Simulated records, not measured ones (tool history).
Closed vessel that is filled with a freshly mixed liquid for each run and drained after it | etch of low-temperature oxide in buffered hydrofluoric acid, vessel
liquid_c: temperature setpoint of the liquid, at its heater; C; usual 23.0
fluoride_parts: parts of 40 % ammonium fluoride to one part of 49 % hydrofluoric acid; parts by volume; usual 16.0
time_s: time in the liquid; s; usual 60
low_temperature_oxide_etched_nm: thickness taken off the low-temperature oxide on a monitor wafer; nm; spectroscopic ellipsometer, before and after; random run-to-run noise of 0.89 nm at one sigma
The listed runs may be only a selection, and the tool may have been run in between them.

run    hour  liquid_c  fluoride_parts  time_s  wafers since the last listed run  hours since the thermometer was replaced  hours since the hydrofluoric acid flow meter was replaced  hours since the gauge calibration  read-back film thickness of the low-temperature oxide reference wafer, read on the same gauge (nm)  low_temperature_oxide_etched_nm
  1     0.0      23.0            16.0      45                                 0                                    1994.1                                                      684.7                             1145.5                                                                                               80.04                           104.96
  2    66.5      23.0            16.0      45                              6963                                    2060.6                                                      751.2                             1212.0                                                                                               79.98                           105.33
  3   139.0      23.0            21.0      60                              7592                                    2133.1                                                      823.7                             1284.5                                                                                               79.99                           108.70
  4   197.3      23.0            20.0      75                              6105                                    2191.4                                                      882.0                             1342.8                                                                                               79.98                           140.94
  5   262.7      23.0            20.0      75                              6848                                    2256.8                                                      947.4                             1408.2                                                                                               79.99                           140.81
  6   303.9      20.5            12.0      60                              4314                                    2298.0                                                      988.6                             1449.4                                                                                               79.98                           161.81
  7   329.4      20.5            12.0      60                              2670                                    2323.5                                                     1014.1                             1474.9                                                                                               80.06                           161.98
  8   396.0      23.0            16.0      60                              6974                                    2390.1                                                     1080.7                             1541.5                                                                                               79.96                           139.16
  9   443.4      23.0            16.0      60                              4963                                    2437.5                                                     1128.1                             1588.9                                                                                               80.00                           138.46
 10   490.5      23.0            16.0      70                              4932                                    2484.6                                                     1175.2                             1636.0                                                                                               79.99                           162.30
 11   536.6      23.0            16.0      60                              4827                                    2530.7                                                     1221.3                             1682.1                                                                                               79.98                           138.59
 12   604.5      26.0            11.0      60                              7110                                    2598.6                                                     1289.2                             1750.0                                                                                               80.01                           234.06
 13   662.8      21.5            12.0      30                              6105                                    2656.9                                                     1347.5                             1808.3                                                                                               79.97                            84.33
 14   693.5      23.0            16.0      60                              3214                                    2687.6                                                     1378.2                             1839.0                                                                                               80.01                           137.89
 15   751.6      23.0            16.0      60                              6084                                    2745.7                                                     1436.3                             1897.1                                                                                               80.05                           139.32
      766.4  -- hydrofluoric acid flow meter replaced
 16   805.9      24.5            19.5      85                              5581                                    2800.0                                                       39.5                             1951.4                                                                                               80.00                           173.17
 17   856.4      20.0            18.0      45                              5288                                    2850.5                                                       90.0                             2001.9                                                                                               79.98                            77.35
      874.1  -- gauge calibrated
 18   887.6      26.5            16.0      40                              3267                                    2881.7                                                      121.2                               13.5                                                                                               79.96                           111.19
 19   930.4      23.0            16.0      60                              4481                                    2924.5                                                      164.0                               56.3                                                                                               80.01                           136.76
 20   958.5      23.0            16.0      60                              2942                                    2952.6                                                      192.1                               84.4                                                                                               80.01                           136.71
 21  1021.4      21.0            20.0      60                              6586                                    3015.5                                                      255.0                              147.3                                                                                               79.98                            98.29
 22  1065.2      20.5            12.0      60                              4586                                    3059.3                                                      298.8                              191.1                                                                                               79.99                           158.04
     1099.2  -- thermometer replaced
 23  1113.1      18.0            20.5      85                              4911                                      13.9                                                      346.7                              239.0                                                                                               80.00                           122.94
 24  1162.8      23.0            21.0      75                              5204                                      63.6                                                      396.4                              288.7                                                                                               80.03                           141.95
 25  1198.7      18.5            12.5      80                              3759                                      99.5                                                      432.3                              324.6                                                                                               79.99                           193.27
 26  1270.7      23.0            16.0      60                              7539                                     171.5                                                      504.3                              396.6                                                                                               80.01                           145.43
 27  1311.3      19.5            12.0      35                              4251                                     212.1                                                      544.9                              437.2                                                                                               79.96                            92.61
 28  1428.5      19.5            16.0      60                             12272                                     329.3                                                      662.1                              554.4                                                                                               80.00                           119.34
 29  1489.6      23.0            16.0      60                              6398                                     390.4                                                      723.2                              615.5                                                                                               79.99                           145.20
 30  1544.2      23.0            16.0      45                              5717                                     445.0                                                      777.8                              670.1                                                                                               80.04                           109.14
 31  1588.6      25.0            16.0      60                              4649                                     489.4                                                      822.2                              714.5                                                                                               80.00                           162.52
 32  1640.3      23.0            10.5      60                              5413                                     541.1                                                      873.9                              766.2                                                                                               80.00                           217.22

Predict each of these 4 candidate next runs independently; none follows another, all start after run 32:
  A  1641.0      23.0            16.0      80                                73                                     541.8                                                      874.6                              766.9                                                                                                   ?                                ?
  B  1641.0      23.0            16.0      40                                73                                     541.8                                                      874.6                              766.9                                                                                                   ?                                ?
  C  1641.0      25.5            16.0      45                                73                                     541.8                                                      874.6                              766.9                                                                                                   ?                                ?
  D  1641.0      24.5            22.0      50                                73                                     541.8                                                      874.6                              766.9                                                                                                   ?                                ?

run  read-back film thickness of the low-temperature oxide reference wafer, read on the same gauge (nm)  low_temperature_oxide_etched_nm
  A                                                                                               80.03                           195.01
  B                                                                                               80.03                            97.50
  C                                                                                               80.03                           125.78
  D                                                                                               80.03                            99.48
With no hidden state in the tool, these same runs would have given:
run  low_temperature_oxide_etched_nm
  A                           201.23
  B                           100.61
  C                           129.73
  D                           102.63
